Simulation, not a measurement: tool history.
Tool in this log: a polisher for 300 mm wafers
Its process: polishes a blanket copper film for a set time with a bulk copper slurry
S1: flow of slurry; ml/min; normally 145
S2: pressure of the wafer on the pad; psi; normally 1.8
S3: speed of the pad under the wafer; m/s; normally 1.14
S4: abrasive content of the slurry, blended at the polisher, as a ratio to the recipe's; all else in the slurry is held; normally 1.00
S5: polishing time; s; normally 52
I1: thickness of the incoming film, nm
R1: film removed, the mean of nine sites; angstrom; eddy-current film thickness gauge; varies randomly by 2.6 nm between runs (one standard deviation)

| run | hour | S1 | S2 | S3 | S4 | S5 | I1 | R1 |
|---|---|---|---|---|---|---|---|---|
| 1 | 0.0 | 145 | 1.8 | 1.14 | 1.00 | 52 | 2963.9 | 4234 |
| 2 | 23.4 | 145 | 1.8 | 1.14 | 1.00 | 52 | 2947.4 | 4231 |
| 3 | 36.4 | 145 | 1.8 | 1.14 | 0.75 | 52 | 2954.6 | 3740 |
| 4 | 143.0 | 145 | 1.8 | 1.14 | 1.15 | 52 | 2926.1 | 4330 |
|  | 170.2 | worn pad replaced by a new one |
| 5 | 170.7 | 145 | 1.8 | 1.14 | 1.15 | 52 | 2972.6 | 4345 |
| 6 | 179.4 | 145 | 1.8 | 1.14 | 1.00 | 52 | 2952.1 | 4125 |
| 7 | 197.6 | 145 | 1.8 | 1.14 | 1.00 | 52 | 2982.2 | 4101 |
| 8 | 219.6 | 145 | 1.6 | 1.14 | 1.00 | 52 | 3009.5 | 3656 |
| 9 | 247.5 | 145 | 1.6 | 1.14 | 1.00 | 52 | 2985.8 | 3591 |
| 10 | 270.5 | 145 | 1.8 | 1.42 | 1.00 | 52 | 2990.3 | 4795 |
| 11 | 301.4 | 145 | 1.8 | 1.42 | 1.00 | 52 | 3014.2 | 4808 |
| 12 | 332.8 | 145 | 1.8 | 1.14 | 1.00 | 52 | 2965.0 | 4063 |
| 13 | 348.6 | 145 | 1.8 | 1.14 | 1.00 | 52 | 2938.1 | 3996 |
|  | 359.7 | worn pad replaced by a new one |
|  | 414.5 | slurry blender recalibrated |
| 14 | 450.8 | 145 | 2.3 | 1.40 | 1.00 | 52 | 2920.6 | 6361 |
| 15 | 485.1 | 145 | 1.4 | 0.90 | 0.75 | 60 | 3003.9 | 2807 |
| 16 | 501.1 | 100 | 1.8 | 1.14 | 1.00 | 69 | 2905.7 | 5077 |
| 17 | 528.3 | 110 | 2.0 | 1.14 | 1.00 | 52 | 2946.3 | 4293 |
|  | 541.9 | worn pad replaced by a new one |
| 18 | 546.0 | 185 | 1.8 | 1.14 | 0.75 | 52 | 2944.1 | 3869 |
| 19 | 562.1 | 195 | 2.1 | 1.14 | 1.00 | 52 | 2966.7 | 5094 |
| 20 | 584.5 | 165 | 1.4 | 1.14 | 1.00 | 38 | 3031.5 | 2395 |
|  | 614.8 | slurry nozzle cleaned |
| 21 | 637.2 | 180 | 2.0 | 1.14 | 0.90 | 52 | 2923.9 | 4472 |
|  | 653.2 | head pressure recalibrated |
| 22 | 669.5 | 145 | 1.8 | 1.14 | 1.00 | 58 | 2974.7 | 4494 |
|  | 704.7 | worn pad replaced by a new one |
| 23 | 705.2 | 145 | 1.8 | 1.14 | 1.00 | 52 | 2921.7 | 4028 |
| 24 | 731.4 | 145 | 1.8 | 1.14 | 1.00 | 52 | 2978.3 | 3994 |
| 25 | 743.5 | 145 | 1.8 | 1.24 | 1.00 | 52 | 2947.6 | 4339 |
|  | 768.7 | slurry blender recalibrated |
| 26 | 777.1 | 145 | 1.8 | 1.14 | 1.00 | 52 | 2958.6 | 4207 |
| 27 | 795.4 | 115 | 1.3 | 1.14 | 1.30 | 52 | 2909.4 | 3109 |
| 28 | 823.8 | 145 | 1.8 | 1.14 | 1.00 | 62 | 2968.9 | 5036 |
| 29 | 845.7 | 145 | 1.8 | 1.14 | 1.00 | 60 | 2975.3 | 4778 |
| 30 | 871.5 | 175 | 1.8 | 1.14 | 1.00 | 52 | 3002.5 | 4296 |

Below are 4 alternative next runs, each starting from the tool's condition after run 30. Predict each:
| A | 871.9 | 185 | 1.8 | 1.14 | 1.00 | 52 | 2930.1 | ? |
| B | 871.9 | 145 | 1.8 | 1.14 | 1.00 | 64 | 2930.1 | ? |
| C | 871.9 | 190 | 2.0 | 1.50 | 1.00 | 52 | 2930.1 | ? |
| D | 871.9 | 130 | 1.8 | 0.90 | 1.00 | 52 | 2930.1 | ? |

| run | R1 |
|---|---|
| A | 4341 |
| B | 5122 |
| C | 6059 |
| D | 3386 |
Without the tool's unlogged condition, the same runs would have read:
| run | R1 |
|---|---|
| A | 4424 |
| B | 5220 |
| C | 6175 |
| D | 3451 |
